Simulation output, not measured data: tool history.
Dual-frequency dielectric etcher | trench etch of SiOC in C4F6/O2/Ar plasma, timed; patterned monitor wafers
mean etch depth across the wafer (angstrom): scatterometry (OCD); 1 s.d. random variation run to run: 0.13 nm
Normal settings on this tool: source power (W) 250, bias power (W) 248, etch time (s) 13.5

run,hour,source power (W),bias power (W),etch time (s),"read-back reference wafer on the same gauge, depth_nm",mean etch depth across the wafer (angstrom)
1,0.0,250,248,13.5,25.21,230.7
2,52.7,250,248,13.5,25.20,231.3
# hour 73.1: bias power generator calibrated
3,92.6,250,248,13.5,25.23,228.2
4,125.7,250,282,13.5,25.19,237.5
5,190.0,250,282,13.5,25.20,240.6
6,223.0,250,248,15.0,25.20,259.5
7,267.2,250,248,15.0,25.21,257.8
8,312.9,250,248,13.5,25.20,233.3
9,345.5,250,248,13.5,25.22,231.2
# hour 368.0: source power generator calibrated
# hour 523.1: wet clean of the chamber
10,558.1,250,248,13.5,25.20,231.8
11,606.6,290,309,13.5,25.18,266.3
12,658.1,280,297,16.5,25.23,315.6
13,708.1,190,283,10.0,25.21,151.4
# hour 754.9: gauge calibrated
14,758.8,270,293,17.5,25.22,328.5
15,821.5,200,189,13.5,25.22,189.5
16,892.0,250,248,13.5,25.20,231.3
17,928.8,250,248,13.5,25.21,233.5

What does the tool deliver on the next run?
18,962.8,250,210,13.5,?,?

Run 18 gave read-back reference wafer on the same gauge, depth_nm 25.21, mean etch depth across the wafer (angstrom) 220.3.
Take away the tool's hidden state, keep the run-to-run variation as it was, and the same run would have given mean etch depth across the wafer (angstrom) 220.3.
